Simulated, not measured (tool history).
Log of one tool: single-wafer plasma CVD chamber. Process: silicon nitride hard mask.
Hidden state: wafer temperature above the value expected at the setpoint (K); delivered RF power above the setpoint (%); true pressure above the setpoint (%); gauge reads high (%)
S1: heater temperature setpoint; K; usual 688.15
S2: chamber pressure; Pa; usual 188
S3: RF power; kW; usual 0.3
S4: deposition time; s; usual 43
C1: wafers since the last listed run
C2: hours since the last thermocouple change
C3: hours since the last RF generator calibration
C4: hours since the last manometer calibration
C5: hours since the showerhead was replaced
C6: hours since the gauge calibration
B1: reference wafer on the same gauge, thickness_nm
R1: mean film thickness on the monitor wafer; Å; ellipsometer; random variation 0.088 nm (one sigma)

| run | day | S1 | S2 | S3 | S4 | C1 | C2 | C3 | C4 | C5 | C6 | B1 | R1 |
|---|---|---|---|---|---|---|---|---|---|---|---|---|---|
| 1 | 0 | 688.15 | 220 | 0.3 | 48.8 | 0 | 1039.7 | 1905.6 | 2305.7 | 3295.1 | 228.3 | 38.496 | 500.61 |
| 2 | 0.471 | 688.15 | 220 | 0.3 | 48.8 | 348 | 1051 | 1916.9 | 2317 | 3306.4 | 239.6 | 38.485 | 501.99 |
|  | 1 | showerhead replaced |
| 3 | 1.088 | 688.15 | 188 | 0.3 | 43 | 209 | 1065.8 | 1931.7 | 2331.8 | 2.1 | 254.4 | 38.498 | 423.37 |
| 4 | 1.592 | 688.15 | 188 | 0.3 | 43 | 373 | 1077.9 | 1943.8 | 2343.9 | 14.2 | 266.5 | 38.496 | 421.1 |
| 5 | 2.196 | 688.15 | 188 | 0.3 | 43 | 447 | 1092.4 | 1958.3 | 2358.4 | 28.7 | 281 | 38.493 | 423.57 |
| 6 | 2.521 | 688.15 | 188 | 0.3 | 43 | 240 | 1100.2 | 1966.1 | 2366.2 | 36.5 | 288.8 | 38.492 | 423.28 |
|  | 2.992 | thermocouple changed; heater temperature recalibrated |
| 7 | 3.012 | 688.15 | 205 | 0.25 | 43 | 117 | 0.5 | 1977.9 | 2378 | 48.3 | 300.6 | 38.495 | 390.51 |
| 8 | 3.329 | 688.15 | 232 | 0.3 | 43 | 234 | 8.1 | 1985.5 | 2385.6 | 55.9 | 308.2 | 38.494 | 447.71 |
| 9 | 3.896 | 679.15 | 152 | 0.325 | 43 | 419 | 21.7 | 1999.1 | 2399.2 | 69.5 | 321.8 | 38.496 | 414.85 |
| 10 | 4.292 | 688.15 | 188 | 0.3 | 43 | 293 | 31.2 | 2008.6 | 2408.7 | 79 | 331.3 | 38.494 | 422.19 |
|  | 4.558 | gauge calibrated |
| 11 | 4.712 | 703.15 | 229 | 0.3 | 43 | 311 | 41.3 | 2018.7 | 2418.8 | 89.1 | 3.7 | 38.509 | 444.91 |
| 12 | 5.15 | 688.15 | 188 | 0.3 | 43 | 324 | 51.8 | 2029.2 | 2429.3 | 99.6 | 14.2 | 38.5 | 422.41 |
| 13 | 5.742 | 688.15 | 205 | 0.3 | 43 | 438 | 66 | 2043.4 | 2443.5 | 113.8 | 28.4 | 38.492 | 431.74 |
| 14 | 6.067 | 688.15 | 188 | 0.3 | 43 | 240 | 73.8 | 2051.2 | 2451.3 | 121.6 | 36.2 | 38.493 | 421.58 |
|  | 6.683 | capacitance manometer re-zeroed and calibrated |
| 15 | 6.758 | 688.15 | 160 | 0.3 | 43 | 265 | 90.4 | 2067.8 | 1.8 | 138.2 | 52.8 | 38.475 | 401.37 |
| 16 | 7.042 | 676.15 | 215 | 0.26 | 43 | 209 | 97.2 | 2074.6 | 8.6 | 145 | 59.6 | 38.504 | 405.58 |
| 17 | 7.371 | 676.15 | 188 | 0.36 | 43 | 243 | 105.1 | 2082.5 | 16.5 | 152.9 | 67.5 | 38.522 | 469.14 |
|  | 7.712 | RF generator calibrated |
| 18 | 7.733 | 688.15 | 188 | 0.3 | 43 | 21 | 113.8 | 0.5 | 25.2 | 161.6 | 76.2 | 38.511 | 444.77 |
| 19 | 8.062 | 688.15 | 228 | 0.355 | 43 | 243 | 121.7 | 8.4 | 33.1 | 169.5 | 84.1 | 38.51 | 515.41 |
| 20 | 8.575 | 680.15 | 145 | 0.285 | 40.4 | 379 | 134 | 20.7 | 45.4 | 181.8 | 96.4 | 38.491 | 375.35 |

Run 21 comes next. What will it give?
| 21 | 9.146 | 695.15 | 168 | 0.275 | 46.2 | 422 | 147.7 | 34.4 | 59.1 | 195.5 | 110.1 | ? | ? |

Run 21 gave B1 38.495, R1 437.46 Å.
Without the tool's hidden state the same run would have given R1 437.88 Å.
